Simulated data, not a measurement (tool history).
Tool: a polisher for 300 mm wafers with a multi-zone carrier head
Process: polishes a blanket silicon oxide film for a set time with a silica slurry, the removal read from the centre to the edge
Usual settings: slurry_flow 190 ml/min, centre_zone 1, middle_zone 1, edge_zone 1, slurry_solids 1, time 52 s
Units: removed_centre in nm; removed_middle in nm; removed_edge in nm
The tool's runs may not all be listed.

| run | hour | slurry_flow | centre_zone | middle_zone | edge_zone | slurry_solids | time | incoming thickness of the incoming film, nm | removed_centre | removed_middle | removed_edge |
|---|---|---|---|---|---|---|---|---|---|---|---|
| 1 | 0 | 190 | 1 | 1 | 1 | 1 | 52 | 1523.9 | 167.4 | 169.8 | 175.4 |
| 2 | 20.6 | 190 | 1 | 1 | 1 | 1 | 52 | 1532.8 | 164.5 | 163.8 | 175.5 |
| 3 | 52.7 | 190 | 1 | 1 | 1 | 1 | 61 | 1500.7 | 193.1 | 199.1 | 205 |
| 4 | 72.7 | 190 | 1 | 1 | 1 | 1 | 52 | 1494.1 | 164.6 | 167.7 | 174.9 |
|  | 106.9 | worn pad replaced by a new one |
| 5 | 107.9 | 190 | 1 | 1 | 1 | 1 | 52 | 1531.8 | 167.5 | 167.5 | 173.9 |
| 6 | 129.9 | 190 | 1 | 1.12 | 1 | 0.75 | 52 | 1508.1 | 142.4 | 154.9 | 150.3 |
|  | 147.7 | edge zone pressure recalibrated |
| 7 | 162.6 | 190 | 1 | 1 | 1 | 0.85 | 52 | 1494 | 154.7 | 154.2 | 161.3 |
| 8 | 180.9 | 190 | 1 | 1 | 1 | 1 | 52 | 1497.1 | 163.6 | 162.7 | 174.7 |
| 9 | 202.8 | 145 | 1 | 1 | 1 | 1.15 | 52 | 1522.8 | 169.2 | 167.9 | 180.3 |
| 10 | 235.9 | 190 | 1 | 1 | 1 | 1 | 52 | 1498.6 | 161.7 | 168.7 | 176 |
|  | 243.3 | carrier head's membrane replaced by a new one |
|  | 272.3 | centre zone pressure recalibrated |
| 11 | 272.8 | 215 | 1 | 0.94 | 1 | 1 | 52 | 1517.9 | 167.9 | 159.2 | 176.1 |
|  | 283.4 | worn pad replaced by a new one |
| 12 | 292.6 | 190 | 0.96 | 1 | 1.03 | 1 | 52 | 1513.6 | 163 | 166.7 | 178.9 |
| 13 | 306.1 | 190 | 1.04 | 1 | 1.09 | 1 | 40 | 1523.7 | 136.1 | 128.3 | 142.4 |
| 14 | 318.4 | 190 | 1 | 1 | 1.04 | 1 | 52 | 1511.2 | 168 | 169 | 178.3 |
| 15 | 330.6 | 190 | 1 | 1.11 | 0.96 | 1.1 | 52 | 1503.8 | 176.4 | 190.2 | 176.8 |
| 16 | 355.2 | 220 | 1.08 | 1 | 1.05 | 1 | 36 | 1517.8 | 131.5 | 117 | 126.3 |
| 17 | 379.8 | 230 | 0.91 | 1 | 1 | 1 | 52 | 1531.2 | 156.5 | 174 | 177.9 |

The next listed run, before its measurement:
| 18 | 412.1 | 190 | 1 | 0.88 | 1 | 1 | 52 | 1537.8 | ? | ? | ? |

removed_centre: 164.2 nm
removed_middle: 152.4 nm
removed_edge: 175.1 nm
Without the tool's hidden state the same run would have given removed_centre 165 nm, removed_middle 152.4 nm, removed_edge 175.1 nm.
